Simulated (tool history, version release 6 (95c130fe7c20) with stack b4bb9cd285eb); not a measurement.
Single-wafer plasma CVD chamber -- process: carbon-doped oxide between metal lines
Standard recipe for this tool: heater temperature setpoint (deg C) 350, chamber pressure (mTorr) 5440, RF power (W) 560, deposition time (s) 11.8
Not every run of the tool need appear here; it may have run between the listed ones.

run    hour  heater temperature setpoint (deg C)  chamber pressure (mTorr)  RF power (W)  deposition time (s)  read-back reference wafer on the same gauge, thickness_nm  mean film thickness on the monitor wafer (nm)
  1       0                                  350                      5440           560                 11.8                                                     57.893                                         66.521
  2    67.2                                  350                      5440           560                 11.8                                                     57.849                                         66.596
       90.6  -- RF generator calibrated
        111  -- showerhead replaced
        120  -- capacitance manometer re-zeroed and calibrated
  3   120.5                                  350                      5440           560                 11.8                                                     57.829                                         69.355
  4   202.9                                  350                      5440           560                 11.8                                                     57.912                                         68.706
  5   248.1                                  350                      6290           560                 11.8                                                     57.931                                         69.772
  6   307.5                                  350                      6290           560                 11.8                                                     57.893                                         69.629
  7   380.9                                  363                      6450           560                 11.8                                                     57.829                                         67.078
  8   445.4                                  350                      4460           560                 10.7                                                      57.84                                         61.145
  9   519.5                                  350                      5440           560                 12.3                                                     57.936                                         71.495
      578.1  -- thermocouple changed; heater temperature recalibrated
 10   579.6                                  350                      5440           560                 11.8                                                     57.919                                         69.996
 11   643.3                                  350                      5440           560                 11.8                                                     57.858                                         69.541
 12   688.3                                  350                      4400           560                 11.8                                                     57.896                                         67.942
 13   792.6                                  337                      5440           500                  9.7                                                     57.909                                         53.273
 14   898.7                                  350                      5440           560                 11.8                                                     57.908                                         68.563
 15   984.6                                  350                      5440           560                 11.8                                                     57.871                                          68.12
 16  1050.1                                  361                      6140           560                 11.8                                                     57.908                                         66.251
 17  1110.6                                  350                      5440           560                 11.8                                                     57.867                                         67.614
     1162.4  -- RF generator calibrated
     1181.2  -- gauge calibrated
 18  1420.7                                  350                      4410           465                 14.1                                                     57.835                                           67.2
 19  1524.7                                  345                      5440           455                 12.7                                                     57.902                                          60.72
 20    1569                                  350                      4680           560                 13.4                                                     57.941                                         77.939
 21  1676.2                                  350                      5440           610                 11.8                                                     57.878                                         74.963
 22  1754.4                                  355                      5440           610                 10.9                                                     57.892                                         68.113
 23    1815                                  350                      5440           560                 11.8                                                     57.952                                          68.91
 24    1894                                  355                      5440           590                 11.8                                                     57.869                                         70.447
 25  1978.5                                  350                      5440           495                 11.8                                                     57.898                                         60.555
 26  2035.8                                  350                      5950           560                 11.8                                                       57.9                                         68.177
     2102.2  -- RF generator calibrated
 27  2123.4                                  350                      5440           560                 11.8                                                     57.844                                         69.393

Predict each of these 5 candidate next runs independently; none follows another, all start after run 27:
  A  2123.8                                  350                      6250           560                 11.8                                                          ?                                              ?
  B  2123.8                                  338                      5440           630                 11.8                                                          ?                                              ?
  C  2123.8                                  346                      6190           465                 13.1                                                          ?                                              ?
  D  2123.8                                  350                      6610           655                   11                                                          ?                                              ?
  E  2123.8                                  336                      6730           560                 10.2                                                          ?                                              ?

run  read-back reference wafer on the same gauge, thickness_nm  mean film thickness on the monitor wafer (nm)
  A                                                      57.93                                         69.806
  B                                                      57.93                                         79.658
  C                                                      57.93                                         64.572
  D                                                      57.93                                          74.99
  E                                                      57.93                                         63.823
Take away the tool's hidden state, keep each run's random variation, and the runs would have read:
run  mean film thickness on the monitor wafer (nm)
  A                                         70.884
  B                                         81.022
  C                                         65.711
  D                                         76.137
  E                                         64.929

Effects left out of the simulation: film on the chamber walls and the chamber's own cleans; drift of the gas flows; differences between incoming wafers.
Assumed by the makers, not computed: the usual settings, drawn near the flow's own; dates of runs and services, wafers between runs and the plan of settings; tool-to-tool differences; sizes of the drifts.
